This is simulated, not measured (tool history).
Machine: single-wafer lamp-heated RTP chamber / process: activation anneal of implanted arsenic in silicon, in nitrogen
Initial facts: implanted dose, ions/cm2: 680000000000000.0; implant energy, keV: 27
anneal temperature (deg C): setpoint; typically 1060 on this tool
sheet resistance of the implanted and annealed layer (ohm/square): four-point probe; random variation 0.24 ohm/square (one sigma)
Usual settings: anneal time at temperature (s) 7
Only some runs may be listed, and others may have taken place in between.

run   hour  anneal temperature (deg C)  anneal time at temperature (s)  wafers since the last listed run  wafers since the last pyrometer calibration  wafers since the reflector plate was cleaned  hours since the gauge calibration  read-back reference wafer on the same gauge, sheet resistance  sheet resistance of the implanted and annealed layer (ohm/square)
  1      0                        1060                               7                                 0                                         2740                                          3950                              234.4                                                         129.06                                                             155.84
  2     34                        1060                               7                               379                                         3120                                          4330                              268.4                                                         128.99                                                              156.1
  3   68.3                        1060                               7                               383                                         3503                                          4713                              302.7                                                         129.01                                                             155.52
  4   88.3                        1060                               4                               223                                         3726                                          4937                              322.7                                                         128.93                                                             158.57
     105.5  -- gauge calibrated
  5  117.7                        1060                               4                               328                                         4054                                          5265                               12.2                                                         128.97                                                             158.43
  6  143.1                        1060                               4                               283                                         4338                                          5549                               37.6                                                            129                                                             158.16
     230.7  -- reflector plate cleaned
  7  231.2                        1060                               7                               894                                         5233                                             5                              125.7                                                         129.04                                                             156.23
  8  243.1                        1060                               7                               132                                         5366                                           137                              137.6                                                         129.04                                                             155.79
  9  278.2                        1060                               7                               392                                         5758                                           530                              172.7                                                         128.99                                                             156.04
 10  295.3                        1060                               7                               190                                         5949                                           720                              189.8                                                            129                                                             155.82
 11    319                        1060                               7                               264                                         6213                                           985                              213.5                                                            129                                                             155.98
 12  352.3                        1060                               7                               371                                         6585                                          1357                              246.8                                                         129.04                                                             155.47
     368.6  -- pyrometer window cleaned and pyrometer calibrated
 13  374.9                        1060                               9                               163                                           70                                          1520                              269.4                                                         129.02                                                             155.96
 14  390.2                        1075                               5                               170                                          241                                          1691                              284.7                                                         129.07                                                             156.89
 15  417.4                        1051                               3                               303                                          545                                          1995                              311.9                                                         128.99                                                             162.26
 16  432.1                        1060                               7                               164                                          709                                          2159                              326.6                                                         128.99                                                             156.68
 17  454.2                        1072                              11                               246                                          956                                          2406                              348.7                                                         128.99                                                             152.61
     519.5  -- gauge calibrated
 18  532.4                        1080                               7                               873                                         1829                                          3279                               12.9                                                         128.99                                                             154.39
 19  564.2                        1060                               7                               355                                         2184                                          3635                               44.7                                                            129                                                             156.23
 20  578.1                        1072                               9                               155                                         2340                                          3790                               58.6                                                         128.99                                                             153.47
 21  599.9                        1060                               7                               243                                         2583                                          4033                               80.4                                                         129.03                                                             155.59
 22  617.1                        1060                               7                               192                                         2775                                          4225                               97.6                                                         128.99                                                             155.84
 23  643.9                        1060                               3                               299                                         3074                                          4525                              124.4                                                         128.97                                                             160.16
 24  674.8                        1060                               7                               345                                         3420                                          4870                              155.3                                                         128.98                                                             155.87
 25  723.1                        1060                              10                               539                                         3959                                          5409                              203.6                                                         128.98                                                             153.42
 26  747.6                        1060                               5                               273                                         4233                                          5683                              228.1                                                         129.03                                                             157.29

Hidden state or all else? Some run-to-run changes of sheet resistance of the implanted and annealed layer (ohm/square), split into what the settings, what came in and random variation would give without the hidden state, and what is left for the hidden state (with any gauge scatter that isn't in both results):
The hidden state here: true wafer temperature minus pyrometer reading, K; wafer temperature error from the tarnished reflector plate, K; gauge reads high (%).
Run 6 -> 7: anneal time at temperature (s) 4 -> 7, reflector plate cleaned. sheet resistance of the implanted and annealed layer (ohm/square) -1.93: hidden state +0.6, all else -2.53.
Run 12 -> 13: anneal time at temperature (s) 7 -> 9, pyrometer window cleaned and pyrometer calibrated. sheet resistance of the implanted and annealed layer (ohm/square) +0.49: hidden state +1.08, all else -0.59.
Run 14 -> 15: anneal temperature (deg C) 1075 -> 1051, anneal time at temperature (s) 5 -> 3. sheet resistance of the implanted and annealed layer (ohm/square) +5.37: hidden state -0.14, all else +5.51.
Run 15 -> 16: anneal temperature (deg C) 1051 -> 1060, anneal time at temperature (s) 3 -> 7. sheet resistance of the implanted and annealed layer (ohm/square) -5.58: hidden state -0.02, all else -5.56.
